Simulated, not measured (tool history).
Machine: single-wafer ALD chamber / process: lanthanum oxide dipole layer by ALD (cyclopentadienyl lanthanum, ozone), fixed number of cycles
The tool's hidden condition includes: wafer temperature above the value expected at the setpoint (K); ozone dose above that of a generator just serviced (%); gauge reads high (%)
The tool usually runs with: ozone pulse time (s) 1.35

| run | day | ozone pulse time (s) | wafers since the last listed run | hours since the last thermocouple change | hours since the last ozone generator service | hours since the showerhead was replaced | hours since the gauge calibration | read-back reference wafer on the same gauge, thickness_nm | mean film thickness on the monitor wafer (nm) |
|---|---|---|---|---|---|---|---|---|---|
| 1 | 0.000 | 1.35 | 0 | 1942.3 | 504.0 | 6721.2 | 469.5 | 0.581 | 0.523 |
| 2 | 2.454 | 1.35 | 1123 | 2001.2 | 562.9 | 6780.1 | 528.4 | 0.583 | 0.518 |
| 3 | 4.575 | 1.01 | 970 | 2052.1 | 613.8 | 6831.0 | 579.3 | 0.583 | 0.485 |
| 4 | 6.867 | 1.01 | 1048 | 2107.1 | 668.8 | 6886.0 | 634.3 | 0.584 | 0.483 |
|  | 8.312 | showerhead replaced |
| 5 | 9.146 | 1.01 | 890 | 2161.8 | 723.5 | 20.0 | 689.0 | 0.582 | 0.483 |
| 6 | 12.400 | 1.35 | 1489 | 2239.9 | 801.6 | 98.1 | 767.1 | 0.583 | 0.511 |
| 7 | 16.617 | 1.35 | 1930 | 2341.1 | 902.8 | 199.3 | 868.3 | 0.582 | 0.510 |
|  | 18.533 | ozone generator serviced |
| 8 | 20.862 | 1.61 | 1790 | 2443.0 | 55.9 | 301.2 | 970.2 | 0.583 | 0.549 |
| 9 | 22.638 | 1.35 | 812 | 2485.6 | 98.5 | 343.8 | 1012.8 | 0.584 | 0.542 |
| 10 | 24.433 | 1.35 | 822 | 2528.7 | 141.6 | 386.9 | 1055.9 | 0.583 | 0.534 |
| 11 | 28.604 | 1.35 | 1909 | 2628.8 | 241.7 | 487.0 | 1156.0 | 0.583 | 0.537 |
| 12 | 31.950 | 1.17 | 1531 | 2709.1 | 322.0 | 567.3 | 1236.3 | 0.581 | 0.519 |
|  | 35.367 | thermocouple changed; heater temperature recalibrated |
| 13 | 35.388 | 0.88 | 1420 | 0.5 | 404.5 | 649.8 | 1318.8 | 0.584 | 0.483 |
|  | 35.633 | gauge calibrated |
| 14 | 37.996 | 1.35 | 1193 | 63.1 | 467.1 | 712.4 | 56.7 | 0.584 | 0.526 |
| 15 | 40.325 | 0.98 | 1066 | 119.0 | 523.0 | 768.3 | 112.6 | 0.584 | 0.489 |
| 16 | 41.929 | 1.20 | 734 | 157.5 | 561.5 | 806.8 | 151.1 | 0.584 | 0.511 |
| 17 | 45.825 | 1.58 | 1783 | 251.0 | 655.0 | 900.3 | 244.6 | 0.581 | 0.540 |
| 18 | 47.658 | 1.62 | 839 | 295.0 | 699.0 | 944.3 | 288.6 | 0.582 | 0.536 |
| 19 | 49.550 | 1.12 | 865 | 340.4 | 744.4 | 989.7 | 334.0 | 0.585 | 0.492 |
| 20 | 52.142 | 1.87 | 1186 | 402.6 | 806.6 | 1051.9 | 396.2 | 0.583 | 0.548 |
| 21 | 53.675 | 1.35 | 701 | 439.4 | 843.4 | 1088.7 | 433.0 | 0.582 | 0.510 |
| 22 | 57.696 | 1.17 | 1840 | 535.9 | 939.9 | 1185.2 | 529.5 | 0.583 | 0.489 |
| 23 | 61.838 | 0.91 | 1895 | 635.3 | 1039.3 | 1284.6 | 628.9 | 0.583 | 0.448 |
|  | 63.262 | ozone generator serviced |
| 24 | 64.883 | 1.04 | 1241 | 708.4 | 38.9 | 1357.7 | 702.0 | 0.584 | 0.519 |
| 25 | 67.075 | 1.08 | 1003 | 761.0 | 91.5 | 1410.3 | 754.6 | 0.582 | 0.514 |
| 26 | 70.192 | 1.69 | 1426 | 835.8 | 166.3 | 1485.1 | 829.4 | 0.581 | 0.551 |
| 27 | 72.912 | 0.92 | 1245 | 901.1 | 231.6 | 1550.4 | 894.7 | 0.581 | 0.490 |
| 28 | 76.529 | 1.60 | 1655 | 987.9 | 318.4 | 1637.2 | 981.5 | 0.582 | 0.549 |
| 29 | 78.417 | 1.13 | 863 | 1033.2 | 363.7 | 1682.5 | 1026.8 | 0.583 | 0.514 |
| 30 | 81.521 | 1.57 | 1420 | 1107.7 | 438.2 | 1757.0 | 1101.3 | 0.582 | 0.543 |
| 31 | 85.450 | 1.01 | 1798 | 1202.0 | 532.5 | 1851.3 | 1195.6 | 0.583 | 0.490 |
| 32 | 88.225 | 1.73 | 1270 | 1268.6 | 599.1 | 1917.9 | 1262.2 | 0.584 | 0.543 |
| 33 | 91.788 | 1.66 | 1630 | 1354.1 | 684.6 | 2003.4 | 1347.7 | 0.583 | 0.537 |

List, for all runs, the conditions of the tool that the log does not record:
wafer temperature above the value expected at the setpoint (K): 0, the same for each run
gauge reads high (%): 0, the same for each run
H1: ozone dose above that of a generator just serviced (%)
| run | H1 |
|---|---|
| 1 | -16.3 |
| 2 | -18 |
| 3 | -19.5 |
| 4 | -21.1 |
| 5 | -22.7 |
| 6 | -25 |
| 7 | -28 |
| 8 | -1.79 |
| 9 | -3.04 |
| 10 | -4.3 |
| 11 | -7.24 |
| 12 | -9.6 |
| 13 | -12 |
| 14 | -13.9 |
| 15 | -15.5 |
| 16 | -16.6 |
| 17 | -19.4 |
| 18 | -20.7 |
| 19 | -22 |
| 20 | -23.8 |
| 21 | -24.9 |
| 22 | -27.7 |
| 23 | -30.6 |
| 24 | -2.64 |
| 25 | -4.18 |
| 26 | -6.37 |
| 27 | -8.29 |
| 28 | -10.8 |
| 29 | -12.2 |
| 30 | -14.4 |
| 31 | -17.1 |
| 32 | -19.1 |
| 33 | -21.6 |
